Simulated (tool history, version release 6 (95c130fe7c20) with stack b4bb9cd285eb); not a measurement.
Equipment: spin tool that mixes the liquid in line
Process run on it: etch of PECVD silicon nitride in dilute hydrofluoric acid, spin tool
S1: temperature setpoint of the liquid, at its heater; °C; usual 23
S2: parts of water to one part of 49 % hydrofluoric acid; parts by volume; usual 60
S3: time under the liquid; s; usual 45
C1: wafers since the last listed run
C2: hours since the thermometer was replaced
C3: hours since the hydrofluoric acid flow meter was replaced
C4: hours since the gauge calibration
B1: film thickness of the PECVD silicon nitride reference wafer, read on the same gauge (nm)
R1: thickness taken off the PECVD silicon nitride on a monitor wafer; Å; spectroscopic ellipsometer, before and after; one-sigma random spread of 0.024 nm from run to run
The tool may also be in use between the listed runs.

run,hour,S1,S2,S3,C1,C2,C3,C4,B1,R1
1,0,23,60,45,0,2349.8,2124.9,291.9,99.991,46.84
2,34.2,23,60,45,241,2384,2159.1,326.1,99.999,46.97
3,58.1,23,60,45,168,2407.9,2183,350,100,46.97
4,85.5,23,60,45,193,2435.3,2210.4,377.4,99.984,47.13
5,115.6,23,60,45,212,2465.4,2240.5,407.5,99.996,46.96
# hour 143.7: hydrofluoric acid flow meter replaced
6,149.4,23,60,45,231,2499.2,5.7,441.3,99.952,41.77
7,170.2,23,60,45,146,2520,26.5,462.1,100.015,41.93
# hour 180: gauge calibrated
# hour 180.5: thermometer replaced
8,183.9,23,60,45,89,3.4,40.2,3.9,100,42.12
9,201.1,23,40,70,121,20.6,57.4,21.1,100.019,96.71
10,228.8,23,60,55,195,48.3,85.1,48.8,99.958,52.19
11,264.7,23,40,70,253,84.2,121,84.7,100.047,98.86
12,281.3,19,35,25,117,100.8,137.6,101.3,99.994,30.46
13,366.6,20.5,30,55,602,186.1,222.9,186.6,100.016,85.29
14,390.5,23,60,45,168,210,246.8,210.5,99.998,42.75
15,408.6,21,60,55,127,228.1,264.9,228.6,99.994,45.49
16,428,23,60,45,136,247.5,284.3,248,100.005,42.22
17,456.5,23,75,35,201,276,312.8,276.5,99.985,26.54

For each run, what was the tool's unlogged condition?
liquid colder than its thermometer reads (K): 0 in every run
gauge reads high (%): 0 in every run
H1: hydrofluoric acid flow above the setpoint (%)
run,H1
1,12.7
2,12.9
3,13
4,13.2
5,13.3
6,0.576
7,0.683
8,0.753
9,0.842
10,0.984
11,1.17
12,1.25
13,1.69
14,1.81
15,1.91
16,2.01
17,2.15
